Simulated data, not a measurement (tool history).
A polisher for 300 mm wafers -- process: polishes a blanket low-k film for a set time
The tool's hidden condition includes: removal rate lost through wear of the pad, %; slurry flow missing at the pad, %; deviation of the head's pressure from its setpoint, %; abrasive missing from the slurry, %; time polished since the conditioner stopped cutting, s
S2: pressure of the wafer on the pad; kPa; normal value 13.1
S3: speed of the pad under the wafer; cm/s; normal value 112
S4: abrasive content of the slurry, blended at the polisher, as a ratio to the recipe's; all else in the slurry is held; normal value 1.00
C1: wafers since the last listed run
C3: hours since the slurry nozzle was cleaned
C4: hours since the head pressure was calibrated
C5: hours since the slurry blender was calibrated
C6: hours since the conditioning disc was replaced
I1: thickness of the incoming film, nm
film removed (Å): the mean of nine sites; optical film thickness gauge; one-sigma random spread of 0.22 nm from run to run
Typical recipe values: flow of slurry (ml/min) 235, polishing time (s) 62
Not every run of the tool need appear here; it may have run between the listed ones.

Run 1, hour 0.0: usual settings but S4 1.10, polishing time (s) 72; C1 0; wafers polished on this pad 562; C3 445.0; C4 1241.4; C5 41.8; C6 263.3; I1 721.5. Result: film removed (Å) 306.
Run 2, hour 8.4: usual settings but S4 1.10, polishing time (s) 72; C1 108; wafers polished on this pad 670; C3 453.4; C4 1249.8; C5 50.2; C6 271.7; I1 730.8. Result: film removed (Å) 306.
At hour 16.0: worn pad replaced by a new one.
Run 3, hour 20.4: usual settings; C1 103; wafers polished on this pad 56; C3 465.4; C4 1261.8; C5 62.2; C6 283.7; I1 725.8. Result: film removed (Å) 254.
Run 4, hour 29.8: usual settings; C1 121; wafers polished on this pad 177; C3 474.8; C4 1271.2; C5 71.6; C6 293.1; I1 726.7. Result: film removed (Å) 250.
Run 5, hour 63.6: usual settings but polishing time (s) 79; C1 435; wafers polished on this pad 613; C3 508.6; C4 1305.0; C5 105.4; C6 326.9; I1 731.1. Result: film removed (Å) 315.
At hour 78.9: worn pad replaced by a new one.
Run 6, hour 79.4: usual settings but polishing time (s) 79; C1 152; wafers polished on this pad 5; C3 524.4; C4 1320.8; C5 121.2; C6 342.7; I1 703.4. Result: film removed (Å) 313.
Run 7, hour 92.2: usual settings; C1 165; wafers polished on this pad 170; C3 537.2; C4 1333.6; C5 134.0; C6 355.5; I1 709.9. Result: film removed (Å) 246.
Run 8, hour 103.2: usual settings; C1 141; wafers polished on this pad 312; C3 548.2; C4 1344.6; C5 145.0; C6 366.5; I1 727.8. Result: film removed (Å) 242.
At hour 120.2: head pressure recalibrated.
Run 9, hour 121.0: usual settings; C1 203; wafers polished on this pad 516; C3 566.0; C4 0.8; C5 162.8; C6 384.3; I1 720.2. Result: film removed (Å) 245.
At hour 128.1: slurry nozzle cleaned.
At hour 128.9: slurry blender recalibrated.
At hour 135.2: conditioning disc replaced and pad reconditioned.
Run 10, hour 137.4: usual settings; C1 162; wafers polished on this pad 678; C3 9.3; C4 17.2; C5 8.5; C6 2.2; I1 733.4. Result: film removed (Å) 280.
At hour 147.7: worn pad replaced by a new one.
Run 11, hour 148.6: usual settings but S2 17.9 kPa; C1 92; wafers polished on this pad 11; C3 20.5; C4 28.4; C5 19.7; C6 13.4; I1 709.8. Result: film removed (Å) 380.
Run 12, hour 159.1: usual settings but flow of slurry (ml/min) 310, S2 11.0 kPa, polishing time (s) 77; C1 135; wafers polished on this pad 147; C3 31.0; C4 38.9; C5 30.2; C6 23.9; I1 720.1. Result: film removed (Å) 301.
Run 13, hour 171.8: usual settings but polishing time (s) 52; C1 163; wafers polished on this pad 310; C3 43.7; C4 51.6; C5 42.9; C6 36.6; I1 730.5. Result: film removed (Å) 235.
Run 14, hour 179.7: usual settings; C1 101; wafers polished on this pad 412; C3 51.6; C4 59.5; C5 50.8; C6 44.5; I1 722.3. Result: film removed (Å) 280.
Run 15, hour 186.8: usual settings; C1 91; wafers polished on this pad 504; C3 58.7; C4 66.6; C5 57.9; C6 51.6; I1 723.4. Result: film removed (Å) 279.
Run 16, hour 197.9: usual settings but flow of slurry (ml/min) 260, polishing time (s) 45; C1 143; wafers polished on this pad 647; C3 69.8; C4 77.7; C5 69.0; C6 62.7; I1 718.3. Result: film removed (Å) 205.
At hour 207.3: worn pad replaced by a new one.
Run 17, hour 238.1: usual settings; C1 466; wafers polished on this pad 397; C3 110.0; C4 117.9; C5 109.2; C6 102.9; I1 715.4. Result: film removed (Å) 279.
Run 18, hour 246.6: usual settings but flow of slurry (ml/min) 180, S3 124 cm/s; C1 109; wafers polished on this pad 506; C3 118.5; C4 126.4; C5 117.7; C6 111.4; I1 710.2. Result: film removed (Å) 284.
Run 19, hour 253.5: usual settings but S4 0.75; C1 88; wafers polished on this pad 595; C3 125.4; C4 133.3; C5 124.6; C6 118.3; I1 711.1. Result: film removed (Å) 248.

3 options for the next run, each taken on its own from the tool as it stands now. Forecast them:
Run A, hour 253.9: usual settings but flow of slurry (ml/min) 215; C1 5; wafers polished on this pad 600; C3 125.8; C4 133.7; C5 125.0; C6 118.7; I1 719.0. Result: film removed (Å) ?.
Run B, hour 253.9: usual settings but flow of slurry (ml/min) 180; C1 5; wafers polished on this pad 600; C3 125.8; C4 133.7; C5 125.0; C6 118.7; I1 719.0. Result: film removed (Å) ?.
Run C, hour 253.9: usual settings but S2 9.7 kPa, S4 0.80, polishing time (s) 49; C1 5; wafers polished on this pad 600; C3 125.8; C4 133.7; C5 125.0; C6 118.7; I1 719.0. Result: film removed (Å) ?.

run  film removed (Å)
  A               273
  B               265
  C               149
The same runs, with their run-to-run variation unchanged, on a tool lacking any hidden condition would have given:
run  film removed (Å)
  A               278
  B               271
  C               151
